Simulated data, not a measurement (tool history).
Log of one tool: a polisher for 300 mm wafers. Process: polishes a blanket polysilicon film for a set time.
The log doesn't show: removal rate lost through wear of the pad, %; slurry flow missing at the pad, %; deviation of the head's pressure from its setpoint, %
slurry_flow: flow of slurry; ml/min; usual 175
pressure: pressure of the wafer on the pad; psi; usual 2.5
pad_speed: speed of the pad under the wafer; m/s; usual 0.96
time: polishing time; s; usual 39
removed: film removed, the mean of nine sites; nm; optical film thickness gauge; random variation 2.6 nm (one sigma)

run   hour  slurry_flow  pressure  pad_speed  time  wafers since the last listed run  wafers polished on this pad  hours since the slurry nozzle was cleaned  hours since the head pressure was calibrated  incoming thickness of the incoming film, nm  removed
  1      0          160       2.5       0.96    39                                 0                          668                                      188.3                                         389.2                                       1533.6    305.6
  2   31.8          160       2.5       0.96    39                               288                          957                                      220.1                                           421                                       1561.2    295.7
      34.8  -- slurry nozzle cleaned
  3   92.1          175       2.5       1.08    39                               538                         1495                                       57.3                                         481.3                                       1568.3      331
     147.4  -- worn pad replaced by a new one
  4  156.6          175       2.5       1.08    39                               549                           83                                      121.8                                         545.8                                       1522.1      348
  5  192.7          175       2.5       1.08    39                               327                          411                                      157.9                                         581.9                                       1569.5    338.6
  6  241.8          145       2.5       0.96    50                               445                          856                                        207                                           631                                       1525.8    377.7
       296  -- slurry nozzle cleaned
  7  309.9          175       2.5       0.96    39                               608                         1465                                       13.9                                         699.1                                       1551.9    294.3
     379.3  -- worn pad replaced by a new one
  8  380.1          175       2.5       0.96    39                               600                            6                                       84.1                                         769.3                                       1548.8    324.6
  9  444.8          205       2.5       0.96    39                               587                          593                                      148.8                                           834                                       1568.7    310.5
 10  476.2          205       2.5       0.96    39                               284                          878                                      180.2                                         865.4                                       1553.5    305.8
     564.8  -- slurry nozzle cleaned
     585.1  -- worn pad replaced by a new one, of another model than before
 11  585.6          175       2.5       0.96    44                               947                            4                                       20.8                                         974.8                                         1543    359.4
     594.5  -- head pressure recalibrated
 12  618.7          175       2.2       0.96    39                               282                          286                                       53.9                                          24.2                                       1545.3    289.4
 13    703          175       2.5       0.96    39                               764                         1051                                      138.2                                         108.5                                       1542.3    302.4
 14  754.9          175       2.5       0.96    30                               470                         1522                                      190.1                                         160.4                                       1552.9    226.6
       771  -- slurry nozzle cleaned
 15  799.6          140       2.5       0.86    44                               396                         1918                                       28.6                                         205.1                                       1532.1    297.5
     814.4  -- worn pad replaced by a new one
 16  865.4          205       2.5       0.96    39                               560                          462                                       94.4                                         270.9                                       1535.1    313.4
 17  929.8          155       2.5       0.96    39                               584                         1047                                      158.8                                         335.3                                       1556.1    289.6

Forecast run 18:
 18  995.6          175         2       0.86    52                               597                         1644                                      224.6                                         401.1                                       1535.8        ?

removed: 317.5 nm
Without the tool's hidden state the same run would have given removed 345.9 nm.

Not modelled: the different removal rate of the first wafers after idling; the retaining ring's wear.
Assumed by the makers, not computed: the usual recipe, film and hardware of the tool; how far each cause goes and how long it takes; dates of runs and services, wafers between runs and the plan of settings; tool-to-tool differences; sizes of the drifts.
